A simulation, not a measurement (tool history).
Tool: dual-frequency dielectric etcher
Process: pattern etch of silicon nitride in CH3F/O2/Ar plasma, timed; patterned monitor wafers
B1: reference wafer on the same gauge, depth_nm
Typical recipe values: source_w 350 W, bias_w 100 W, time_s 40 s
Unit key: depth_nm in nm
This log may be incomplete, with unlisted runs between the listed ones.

Run 1, hour 0: usual settings; B1 38.62. Result: depth_nm 31.96 nm.
At hour 53.4: upper electrode replaced.
Run 2, hour 68.1: usual settings; B1 38.63. Result: depth_nm 31.54 nm.
Run 3, hour 132.7: usual settings; B1 38.57. Result: depth_nm 31.81 nm.
Run 4, hour 181.2: usual settings; B1 38.6. Result: depth_nm 31.2 nm.
At hour 235.8: wet clean of the chamber.
Run 5, hour 236.3: usual settings; B1 38.59. Result: depth_nm 33.08 nm.
Run 6, hour 269.7: usual settings; B1 38.64. Result: depth_nm 32.51 nm.
Run 7, hour 303.3: usual settings but source_w 390 W; B1 38.58. Result: depth_nm 34.45 nm.
Run 8, hour 346.4: usual settings but source_w 390 W; B1 38.62. Result: depth_nm 34.58 nm.
Run 9, hour 403.8: usual settings but source_w 390 W; B1 38.64. Result: depth_nm 34.3 nm.
At hour 459.4: gauge calibrated.
Run 10, hour 466.6: usual settings; B1 38.61. Result: depth_nm 32.11 nm.
Run 11, hour 509.6: usual settings but bias_w 124 W, time_s 49 s; B1 38.63. Result: depth_nm 43.13 nm.
Run 12, hour 542.2: usual settings but bias_w 79 W, time_s 37 s; B1 38.61. Result: depth_nm 26.19 nm.
Run 13, hour 576: usual settings; B1 38.6. Result: depth_nm 31.36 nm.
Run 14, hour 632.8: usual settings but source_w 430 W, bias_w 122 W; B1 38.56. Result: depth_nm 38.21 nm.
At hour 696.3: wet clean of the chamber.
Run 15, hour 696.8: usual settings; B1 38.6. Result: depth_nm 32.75 nm.
Run 16, hour 719.6: usual settings but source_w 290 W; B1 38.62. Result: depth_nm 29.12 nm.
Run 17, hour 757.7: usual settings but source_w 410 W; B1 38.62. Result: depth_nm 35.69 nm.
Run 18, hour 828.8: usual settings; B1 38.63. Result: depth_nm 32.43 nm.
Run 19, hour 853.1: usual settings; B1 38.61. Result: depth_nm 32.07 nm.
Run 20, hour 902.1: usual settings but source_w 380 W, time_s 47 s; B1 38.57. Result: depth_nm 39.5 nm.
Run 21, hour 929.3: usual settings but source_w 330 W, bias_w 124 W, time_s 48 s; B1 38.56. Result: depth_nm 41.41 nm.
Run 22, hour 955.2: usual settings; B1 38.62. Result: depth_nm 32.1 nm.
Run 23, hour 1018.1: usual settings but bias_w 115 W; B1 38.62. Result: depth_nm 33.59 nm.
At hour 1067.7: source power generator calibrated.
At hour 1088: bias power generator calibrated.
Run 24, hour 1088.5: usual settings but bias_w 86 W; B1 38.6. Result: depth_nm 29.47 nm.
Run 25, hour 1126.5: usual settings but source_w 370 W, bias_w 110 W, time_s 45 s; B1 38.58. Result: depth_nm 37.53 nm.
At hour 1205.6: wet clean of the chamber.
Run 26, hour 1338.5: usual settings but source_w 430 W, time_s 34.5 s; B1 38.6. Result: depth_nm 31.69 nm.
Run 27, hour 1378.6: usual settings; B1 38.62. Result: depth_nm 32.43 nm.
Run 28, hour 1445: usual settings but bias_w 123 W, time_s 34 s; B1 38.62. Result: depth_nm 30.51 nm.
Run 29, hour 1475.7: usual settings but bias_w 90 W, time_s 47.5 s; B1 38.6. Result: depth_nm 36.32 nm.
Run 30, hour 1524.8: usual settings but source_w 410 W, time_s 43 s; B1 38.59. Result: depth_nm 37.53 nm.

Some steps in depth_nm between neighbouring runs. How much of each would the tool show without its hidden state too (settings, what came in, random variation), and how much is left for the hidden state, with any gauge scatter that isn't in both results?
The hidden state here: etch rate over this chamber's usual, %; source power that arrives over what is set, %; bias power that arrives over what is set, %; gauge reads high (%).
Run 4 -> 5: wet clean of the chamber. depth_nm +1.88 nm: hidden state +1.7, all else +0.18.
Run 10 -> 11: bias_w 100 -> 124, time_s 40 -> 49. depth_nm +11.02 nm: hidden state -0.62, all else +11.64.
Run 11 -> 12: bias_w 124 -> 79, time_s 49 -> 37. depth_nm -16.94 nm: hidden state +0.57, all else -17.51.
Run 14 -> 15: source_w 430 -> 350, bias_w 122 -> 100, wet clean of the chamber. depth_nm -5.46 nm: hidden state +2.06, all else -7.52.
Run 21 -> 22: source_w 330 -> 350, bias_w 124 -> 100, time_s 48 -> 40. depth_nm -9.31 nm: hidden state +0.18, all else -9.49.
Run 25 -> 26: source_w 370 -> 430, bias_w 110 -> 100, time_s 45 -> 34.5, wet clean of the chamber. depth_nm -5.84 nm: hidden state +1.78, all else -7.62.
